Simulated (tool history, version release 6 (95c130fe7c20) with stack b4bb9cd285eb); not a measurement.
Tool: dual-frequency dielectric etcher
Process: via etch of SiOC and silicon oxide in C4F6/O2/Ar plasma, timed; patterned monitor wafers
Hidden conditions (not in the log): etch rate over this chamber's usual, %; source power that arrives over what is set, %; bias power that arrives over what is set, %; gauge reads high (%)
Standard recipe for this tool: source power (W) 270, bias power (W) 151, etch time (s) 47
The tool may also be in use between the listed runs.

run   hour  source power (W)  bias power (W)  etch time (s)  wafers since the last listed run  hours since the last wet clean  hours since the last source power generator calibration  hours since the last bias power generator calibration  hours since the last upper electrode change  hours since the gauge calibration  read-back reference wafer on the same gauge, depth_nm  mean etch depth across the wafer (angstrom)
  1      0               320             151             43                                 0                           327.4                                                   1855.2                                                 4773.9                                       4845.1                               73.7                                                  39.88                                        439.2
  2   11.6               270             133             42                                91                             339                                                   1866.8                                                 4785.5                                       4856.7                               85.3                                                  39.93                                        390.1
  3   18.5               270             151             47                                54                           345.9                                                   1873.7                                                 4792.4                                       4863.6                               92.2                                                   39.9                                          455
  4   29.2               270             128             47                                84                           356.6                                                   1884.4                                                 4803.1                                       4874.3                              102.9                                                  39.92                                          429
  5     36               270             128             47                                53                           363.4                                                   1891.2                                                 4809.9                                       4881.1                              109.7                                                  39.91                                        430.3
  6   43.4               270             151             47                                58                           370.8                                                   1898.6                                                 4817.3                                       4888.5                              117.1                                                  39.91                                        456.4
  7   58.8               270             151             47                               121                           386.2                                                     1914                                                 4832.7                                       4903.9                              132.5                                                  39.88                                        459.7
  8   69.9               270             151             47                                87                           397.3                                                   1925.1                                                 4843.8                                         4915                              143.6                                                  39.89                                        457.1
      84.2  -- source power generator calibrated
  9   84.7               270             169             47                                85                           412.1                                                      0.5                                                 4858.6                                       4929.8                              158.4                                                  39.93                                        478.7
 10   89.4               270             169             47                                37                           416.8                                                      5.2                                                 4863.3                                       4934.5                              163.1                                                  39.87                                        477.5
     115.6  -- upper electrode replaced
     136.5  -- wet clean of the chamber
 11    137               270             169             47                                21                             0.5                                                     52.8                                                 4910.9                                         21.4                              210.7                                                  39.91                                        457.9
 12  137.3               270             151             47                                 2                             0.8                                                     53.1                                                 4911.2                                         21.7                                211                                                  39.95                                          436
 13  137.6               320             151             43                                 2                             1.1                                                     53.4                                                 4911.5                                           22                              211.3                                                  39.87                                        423.5
 14  137.9               270             133             42                                 2                             1.4                                                     53.7                                                 4911.8                                         22.3                              211.6                                                   39.9                                        374.2
 15  142.4               270             151           35.5                                35                             5.9                                                     58.2                                                 4916.3                                         26.8                              216.1                                                  39.87                                        331.2
 16  157.6               270             151             47                               120                            21.1                                                     73.4                                                 4931.5                                           42                              231.3                                                  39.87                                        437.9
     162.4  -- bias power generator calibrated
 17  183.7               270             151             47                               174                            47.2                                                     99.5                                                   21.3                                         68.1                              257.4                                                  39.93                                        442.6
       186  -- gauge calibrated
 18  193.3               270             129           39.5                                76                            56.8                                                    109.1                                                   30.9                                         77.7                                7.3                                                  39.89                                        350.5
 19  208.2               200             151             47                               117                            71.7                                                      124                                                   45.8                                         92.6                               22.2                                                  39.84                                        403.7
 20  225.6               200             178           33.5                               137                            89.1                                                    141.4                                                   63.2                                          110                               39.6                                                  39.91                                        306.7
 21  232.4               240             137             61                                53                            95.9                                                    148.2                                                     70                                        116.8                               46.4                                                  39.91                                        536.3
 22  245.6               330             114           41.5                               104                           109.1                                                    161.4                                                   83.2                                          130                               59.6                                                  39.88                                        376.3
 23  254.6               220             151             47                                71                           118.1                                                    170.4                                                   92.2                                          139                               68.6                                                  39.87                                        414.2
 24  264.7               270             151             47                                79                           128.2                                                    180.5                                                  102.3                                        149.1                               78.7                                                  39.91                                        443.8

What if the next run were any one of these 5? Each begins from the tool's condition after run 24:
  A  265.1               270             151             47                                 3                           128.6                                                    180.9                                                  102.7                                        149.5                               79.1                                                      ?                                            ?
  B  265.1               310             186             38                                 3                           128.6                                                    180.9                                                  102.7                                        149.5                               79.1                                                      ?                                            ?
  C  265.1               270             127             58                                 3                           128.6                                                    180.9                                                  102.7                                        149.5                               79.1                                                      ?                                            ?
  D  265.1               270             133           55.5                                 3                           128.6                                                    180.9                                                  102.7                                        149.5                               79.1                                                      ?                                            ?
  E  265.1               270             168           33.5                                 3                           128.6                                                    180.9                                                  102.7                                        149.5                               79.1                                                      ?                                            ?

run  read-back reference wafer on the same gauge, depth_nm  mean etch depth across the wafer (angstrom)
  A                                                  39.91                                        441.8
  B                                                  39.91                                        403.9
  C                                                  39.91                                        511.2
  D                                                  39.91                                        497.6
  E                                                  39.91                                        327.8
Stripped of hidden state, with their random variation kept, the same runs would have yielded:
run  mean etch depth across the wafer (angstrom)
  A                                        435.9
  B                                        398.5
  C                                        504.4
  D                                        490.9
  E                                        323.4
